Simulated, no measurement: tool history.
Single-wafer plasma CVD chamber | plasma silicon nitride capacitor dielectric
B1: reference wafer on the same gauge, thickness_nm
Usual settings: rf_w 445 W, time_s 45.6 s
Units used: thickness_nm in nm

run 1 day=0 | rf_w=445 time_s=45.6 | B1=68.3 | thickness_nm=65.292
run 2 day=2.158 | rf_w=445 time_s=45.6 | B1=68.32 | thickness_nm=65.625
run 3 day=4.129 | rf_w=470 time_s=41.9 | B1=68.324 | thickness_nm=61.157
-- day=10.496 gauge calibrated
run 4 day=16.675 | rf_w=470 time_s=41.9 | B1=68.278 | thickness_nm=61.03
run 5 day=20.712 | rf_w=445 time_s=45.6 | B1=68.257 | thickness_nm=65.634
run 6 day=24.933 | rf_w=445 time_s=45.6 | B1=68.28 | thickness_nm=65.563
run 7 day=26.875 | rf_w=445 time_s=45.6 | B1=68.26 | thickness_nm=65.467
-- day=28.562 RF generator calibrated
run 8 day=29.242 | rf_w=445 time_s=45.6 | B1=68.404 | thickness_nm=65.518
run 9 day=31.179 | rf_w=445 time_s=45.6 | B1=68.338 | thickness_nm=65.752
run 10 day=33.388 | rf_w=445 time_s=45.6 | B1=68.342 | thickness_nm=66.068
run 11 day=35.767 | rf_w=445 time_s=45.6 | B1=68.272 | thickness_nm=65.275
-- day=39.725 showerhead replaced
run 12 day=40.121 | rf_w=480 time_s=40.9 | B1=68.294 | thickness_nm=60.066
run 13 day=42.621 | rf_w=365 time_s=45.6 | B1=68.378 | thickness_nm=62.279
run 14 day=45.717 | rf_w=385 time_s=45.6 | B1=68.247 | thickness_nm=63.365
run 15 day=47.325 | rf_w=445 time_s=45.6 | B1=68.283 | thickness_nm=65.538
-- day=47.633 gauge calibrated
run 16 day=51.354 | rf_w=445 time_s=53.8 | B1=68.275 | thickness_nm=77.963
run 17 day=54.912 | rf_w=445 time_s=45.6 | B1=68.326 | thickness_nm=65.725
run 18 day=57.3 | rf_w=355 time_s=52.6 | B1=68.231 | thickness_nm=71.925
run 19 day=59.15 | rf_w=470 time_s=38.2 | B1=68.357 | thickness_nm=55.877
run 20 day=63.179 | rf_w=445 time_s=45.6 | B1=68.293 | thickness_nm=65.314
run 21 day=65.779 | rf_w=390 time_s=42.7 | B1=68.341 | thickness_nm=59.373
run 22 day=68.296 | rf_w=445 time_s=45.6 | B1=68.323 | thickness_nm=65.769

Here are 5 independent what-if runs from the current tool condition. What would each one return?
run A day=68.312 | rf_w=510 time_s=45.6 | B1=? | thickness_nm=?
run B day=68.312 | rf_w=360 time_s=53.7 | B1=? | thickness_nm=?
run C day=68.312 | rf_w=510 time_s=48.4 | B1=? | thickness_nm=?
run D day=68.312 | rf_w=445 time_s=39.9 | B1=? | thickness_nm=?
run E day=68.312 | rf_w=445 time_s=37.8 | B1=? | thickness_nm=?

run=A B1=68.3 thickness_nm=68.085
run=B B1=68.3 thickness_nm=73.619
run=C B1=68.3 thickness_nm=72.265
run=D B1=68.3 thickness_nm=57.58
run=E B1=68.3 thickness_nm=54.549
Without the tool's hidden state the same runs would have given:
run=A thickness_nm=68.085
run=B thickness_nm=73.619
run=C thickness_nm=72.265
run=D thickness_nm=57.58
run=E thickness_nm=54.549

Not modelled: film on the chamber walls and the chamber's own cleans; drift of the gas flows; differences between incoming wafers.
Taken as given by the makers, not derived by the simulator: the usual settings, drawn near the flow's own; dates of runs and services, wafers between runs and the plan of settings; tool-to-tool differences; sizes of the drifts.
